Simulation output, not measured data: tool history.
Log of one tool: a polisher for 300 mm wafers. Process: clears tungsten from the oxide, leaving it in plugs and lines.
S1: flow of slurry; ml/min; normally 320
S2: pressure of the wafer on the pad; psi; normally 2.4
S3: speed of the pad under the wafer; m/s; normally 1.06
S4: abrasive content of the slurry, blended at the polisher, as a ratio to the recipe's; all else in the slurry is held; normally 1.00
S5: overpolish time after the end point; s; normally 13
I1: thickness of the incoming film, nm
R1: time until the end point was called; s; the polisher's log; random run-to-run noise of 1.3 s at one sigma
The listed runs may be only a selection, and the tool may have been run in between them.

run    day   S1   S2    S3    S4  S5     I1     R1
  1  0.000  320  2.4  1.06  1.00  13  292.6  106.2
  2  0.271  320  3.0  0.96  1.00  13  289.9   91.9
  3  0.733  320  3.0  0.96  1.00  13  286.3   90.6
     1.112  -- slurry tank refilled with fresh slurry and peroxide
  4  1.133  320  2.4  1.16  1.00  13  290.2   94.4
  5  1.417  320  2.4  1.16  1.00  13  289.9   95.8
  6  1.862  320  2.4  0.90  1.00  13  288.5  124.4
  7  2.196  320  2.4  1.06  1.00  13  289.6  105.4
  8  2.600  320  2.4  1.06  1.00  13  287.6  106.7
  9  2.950  320  1.8  1.06  1.00  13  294.9  146.8
 10  3.546  320  1.8  1.06  1.00  13  284.2  142.4
     4.300  -- worn pad replaced by a new one
 11  4.321  320  2.4  1.06  1.00  13  293.9  113.8
     4.462  -- slurry tank refilled with fresh slurry and peroxide
 12  4.696  320  2.4  1.06  0.85  13  290.0  105.7
 13  5.400  320  1.6  1.06  1.00  13  285.8  162.5
     5.612  -- head pressure recalibrated
     5.862  -- slurry blender recalibrated
 14  5.996  320  2.4  1.06  1.00  13  292.1  103.7
 15  6.258  320  2.1  1.36  0.80  13  288.9   95.9
 16  6.579  320  2.4  1.06  1.30  13  291.5  102.6
 17  6.904  320  1.9  0.86  1.00  13  288.5  163.6
 18  7.288  290  2.4  1.06  1.00  13  288.3  104.6
     7.446  -- slurry tank refilled with fresh slurry and peroxide
 19  7.958  320  2.4  1.06  1.00  13  283.6   99.0
     8.392  -- slurry nozzle cleaned
 20  8.567  320  2.8  1.06  1.00  21  288.4   87.9

Run 21 comes next. What will it give?
 21  9.238  290  2.4  1.06  1.00   8  288.4   ?

R1: 103.3 s
The same run, on a tool lacking any hidden state, would have yielded R1 97.8 s.
